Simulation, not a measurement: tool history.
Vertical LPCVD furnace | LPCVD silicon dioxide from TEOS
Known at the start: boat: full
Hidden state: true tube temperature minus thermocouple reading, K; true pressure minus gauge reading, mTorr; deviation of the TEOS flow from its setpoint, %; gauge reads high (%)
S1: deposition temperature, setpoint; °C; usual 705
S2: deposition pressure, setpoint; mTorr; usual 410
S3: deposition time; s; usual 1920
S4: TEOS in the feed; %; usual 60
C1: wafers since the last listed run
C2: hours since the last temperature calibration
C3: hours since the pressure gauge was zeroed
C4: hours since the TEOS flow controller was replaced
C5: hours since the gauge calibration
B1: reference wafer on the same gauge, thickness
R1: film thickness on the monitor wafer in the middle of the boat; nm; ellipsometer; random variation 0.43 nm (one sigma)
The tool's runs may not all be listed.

Run 1, day 0: usual settings but S2 455 mTorr; C1 0; C2 2523.9; C3 3778.7; C4 2719.7; C5 702.5; B1 326.84. Result: R1 317.87 nm.
Run 2, day 4.046: usual settings but S2 455 mTorr; C1 1916; C2 2621; C3 3875.8; C4 2816.8; C5 799.6; B1 326.95. Result: R1 318.02 nm.
Run 3, day 8.208: usual settings but S3 2250 s; C1 1971; C2 2720.9; C3 3975.7; C4 2916.7; C5 899.5; B1 327. Result: R1 355.54 nm.
Run 4, day 11.592: usual settings but S3 2250 s; C1 1602; C2 2802.1; C3 4056.9; C4 2997.9; C5 980.7; B1 327.04. Result: R1 357.12 nm.
At day 14.833: gauge calibrated.
Run 5, day 15.521: usual settings but S3 2250 s; C1 1861; C2 2896.4; C3 4151.2; C4 3092.2; C5 16.5; B1 326.71. Result: R1 358.07 nm.
Run 6, day 18.492: usual settings but S1 702 °C; C1 1407; C2 2967.7; C3 4222.5; C4 3163.5; C5 87.8; B1 326.81. Result: R1 285.69 nm.
Run 7, day 21.183: usual settings; C1 1275; C2 3032.3; C3 4287.1; C4 3228.1; C5 152.4; B1 327.23. Result: R1 307.33 nm.
Run 8, day 23.892: usual settings; C1 1283; C2 3097.3; C3 4352.1; C4 3293.1; C5 217.4; B1 327. Result: R1 307.27 nm.
At day 27.612: pressure gauge zeroed.
At day 27.633: thermocouples replaced and temperature profile calibrated.
At day 28.021: TEOS flow controller replaced.
Run 9, day 28.042: usual settings but S1 708 °C, S2 350 mTorr, S4 57 %; C1 1297; C2 9.8; C3 10.3; C4 0.5; C5 317; B1 327.15. Result: R1 276.65 nm.
Run 10, day 30.042: usual settings but S2 485 mTorr, S3 2670 s; C1 947; C2 57.8; C3 58.3; C4 48.5; C5 365; B1 326.95. Result: R1 432.96 nm.
Run 11, day 34.521: usual settings but S4 64 %; C1 2121; C2 165.3; C3 165.8; C4 156; C5 472.5; B1 327.21. Result: R1 297.52 nm.
Run 12, day 38.725: usual settings but S1 698 °C, S3 2340 s, S4 50 %; C1 1991; C2 266.2; C3 266.7; C4 256.9; C5 573.4; B1 326.88. Result: R1 272.94 nm.
Run 13, day 40.779: usual settings; C1 973; C2 315.5; C3 316; C4 306.2; C5 622.7; B1 326.92. Result: R1 288.49 nm.
Run 14, day 42.925: usual settings but S1 713 °C, S2 350 mTorr, S3 1440 s, S4 71 %; C1 1016; C2 367; C3 367.5; C4 357.7; C5 674.2; B1 327.01. Result: R1 261.18 nm.

3 ways to go on from here, each from the tool as it stands after run 14. What would each give?
Run A, day 43.117: usual settings; C1 90; C2 371.6; C3 372.1; C4 362.3; C5 678.8; B1 ?. Result: R1 ?.
Run B, day 43.117: usual settings but S2 330 mTorr, S3 2190 s; C1 90; C2 371.6; C3 372.1; C4 362.3; C5 678.8; B1 ?. Result: R1 ?.
Run C, day 43.117: usual settings but S1 716 °C, S2 340 mTorr, S3 1170 s, S4 49 %; C1 90; C2 371.6; C3 372.1; C4 362.3; C5 678.8; B1 ?. Result: R1 ?.

run      B1      R1
  A  327.14  288.25
  B  327.14  295.53
  C  327.14  185.95
Without the tool's hidden state the same runs would have given:
run      R1
  A  284.57
  B   291.2
  C   183.3

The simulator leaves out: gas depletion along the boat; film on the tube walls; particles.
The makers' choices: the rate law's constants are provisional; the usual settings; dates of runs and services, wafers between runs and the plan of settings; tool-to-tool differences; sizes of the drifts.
